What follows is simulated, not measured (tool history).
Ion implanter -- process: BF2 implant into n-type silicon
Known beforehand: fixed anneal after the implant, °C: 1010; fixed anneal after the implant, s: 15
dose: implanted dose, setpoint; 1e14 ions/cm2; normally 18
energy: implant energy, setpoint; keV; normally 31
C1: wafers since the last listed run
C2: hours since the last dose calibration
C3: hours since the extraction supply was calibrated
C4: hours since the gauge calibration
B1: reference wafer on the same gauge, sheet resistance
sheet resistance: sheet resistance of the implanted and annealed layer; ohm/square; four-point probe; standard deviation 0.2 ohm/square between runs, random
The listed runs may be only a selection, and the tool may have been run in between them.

run 1 day=0 | dose=18 energy=31 | C1=0 C2=1961.2 C3=2383.3 C4=130 | B1=128.53 | sheet_resistance=136.21
run 2 day=0.433 | dose=18 energy=31 | C1=164 C2=1971.6 C3=2393.7 C4=140.4 | B1=128.59 | sheet_resistance=136.22
run 3 day=1.012 | dose=18 energy=31 | C1=219 C2=1985.5 C3=2407.6 C4=154.3 | B1=128.7 | sheet_resistance=136.15
run 4 day=1.758 | dose=16.34 energy=31 | C1=283 C2=2003.4 C3=2425.5 C4=172.2 | B1=128.78 | sheet_resistance=138.28
run 5 day=2.088 | dose=18 energy=31 | C1=124 C2=2011.3 C3=2433.4 C4=180.1 | B1=128.78 | sheet_resistance=136.59
run 6 day=2.638 | dose=18 energy=31 | C1=208 C2=2024.5 C3=2446.6 C4=193.3 | B1=128.9 | sheet_resistance=136.87
run 7 day=3.271 | dose=18 energy=23 | C1=240 C2=2039.7 C3=2461.8 C4=208.5 | B1=128.95 | sheet_resistance=158.58
run 8 day=5.392 | dose=20.3 energy=36.5 | C1=805 C2=2090.6 C3=2512.7 C4=259.4 | B1=129.23 | sheet_resistance=124.56
-- day=6.183 extraction supply calibrated
run 9 day=6.204 | dose=20.3 energy=36.5 | C1=181 C2=2110.1 C3=0.5 C4=278.9 | B1=129.32 | sheet_resistance=124.61
-- day=8.042 gauge calibrated
run 10 day=8.112 | dose=18 energy=36 | C1=724 C2=2155.9 C3=46.3 C4=1.7 | B1=127.96 | sheet_resistance=125.48
run 11 day=8.846 | dose=18 energy=36 | C1=278 C2=2173.5 C3=63.9 C4=19.3 | B1=128.05 | sheet_resistance=125.72
-- day=9.312 Faraday cup replaced and dose calibrated
run 12 day=9.388 | dose=18 energy=31 | C1=79 C2=1.8 C3=76.9 C4=32.3 | B1=128.05 | sheet_resistance=135.78
run 13 day=9.779 | dose=18 energy=31 | C1=148 C2=11.2 C3=86.3 C4=41.7 | B1=128.16 | sheet_resistance=135.86
run 14 day=10.388 | dose=21.51 energy=31 | C1=230 C2=25.8 C3=100.9 C4=56.3 | B1=128.23 | sheet_resistance=133.76
run 15 day=11.067 | dose=18 energy=31 | C1=257 C2=42.1 C3=117.2 C4=72.6 | B1=128.33 | sheet_resistance=135.8
run 16 day=11.696 | dose=19.67 energy=31 | C1=238 C2=57.2 C3=132.3 C4=87.7 | B1=128.38 | sheet_resistance=134.92
run 17 day=12.162 | dose=15.11 energy=31 | C1=177 C2=68.4 C3=143.5 C4=98.9 | B1=128.43 | sheet_resistance=139.8
run 18 day=12.621 | dose=13.35 energy=28 | C1=174 C2=79.4 C3=154.5 C4=109.9 | B1=128.52 | sheet_resistance=150.39
run 19 day=12.946 | dose=18 energy=31 | C1=123 C2=87.2 C3=162.3 C4=117.7 | B1=128.54 | sheet_resistance=135.9
run 20 day=13.583 | dose=18 energy=31 | C1=242 C2=102.5 C3=177.6 C4=133 | B1=128.62 | sheet_resistance=136.18
run 21 day=14.283 | dose=20.19 energy=28 | C1=265 C2=119.3 C3=194.4 C4=149.8 | B1=128.65 | sheet_resistance=142.36
run 22 day=14.962 | dose=20.19 energy=20 | C1=257 C2=135.6 C3=210.7 C4=166.1 | B1=128.79 | sheet_resistance=167.43
run 23 day=15.312 | dose=14.26 energy=26.5 | C1=132 C2=144 C3=219.1 C4=174.5 | B1=128.85 | sheet_resistance=152.47
run 24 day=15.704 | dose=13.78 energy=24.5 | C1=148 C2=153.4 C3=228.5 C4=183.9 | B1=128.88 | sheet_resistance=159.82
run 25 day=16.288 | dose=18 energy=31 | C1=221 C2=167.4 C3=242.5 C4=197.9 | B1=128.93 | sheet_resistance=136.62
run 26 day=17.671 | dose=18 energy=31 | C1=525 C2=200.6 C3=275.7 C4=231.1 | B1=129.1 | sheet_resistance=136.62

Here are 5 independent what-if runs from the current tool condition. What would each one return?
run A day=17.688 | dose=18 energy=27 | C1=6 C2=201 C3=276.1 C4=231.5 | B1=? | sheet_resistance=?
run B day=17.688 | dose=14.19 energy=34.5 | C1=6 C2=201 C3=276.1 C4=231.5 | B1=? | sheet_resistance=?
run C day=17.688 | dose=23.09 energy=25 | C1=6 C2=201 C3=276.1 C4=231.5 | B1=? | sheet_resistance=?
run D day=17.688 | dose=15.24 energy=40.5 | C1=6 C2=201 C3=276.1 C4=231.5 | B1=? | sheet_resistance=?
run E day=17.688 | dose=22.24 energy=31 | C1=6 C2=201 C3=276.1 C4=231.5 | B1=? | sheet_resistance=?

run=A B1=129.13 sheet_resistance=147.01
run=B B1=129.13 sheet_resistance=135.18
run=C B1=129.13 sheet_resistance=149.71
run=D B1=129.13 sheet_resistance=123.21
run=E B1=129.13 sheet_resistance=134.66
Without the tool's unlogged condition, the same runs would have read:
run=A sheet_resistance=145.74
run=B sheet_resistance=134.02
run=C sheet_resistance=148.41
run=D sheet_resistance=122.15
run=E sheet_resistance=133.5

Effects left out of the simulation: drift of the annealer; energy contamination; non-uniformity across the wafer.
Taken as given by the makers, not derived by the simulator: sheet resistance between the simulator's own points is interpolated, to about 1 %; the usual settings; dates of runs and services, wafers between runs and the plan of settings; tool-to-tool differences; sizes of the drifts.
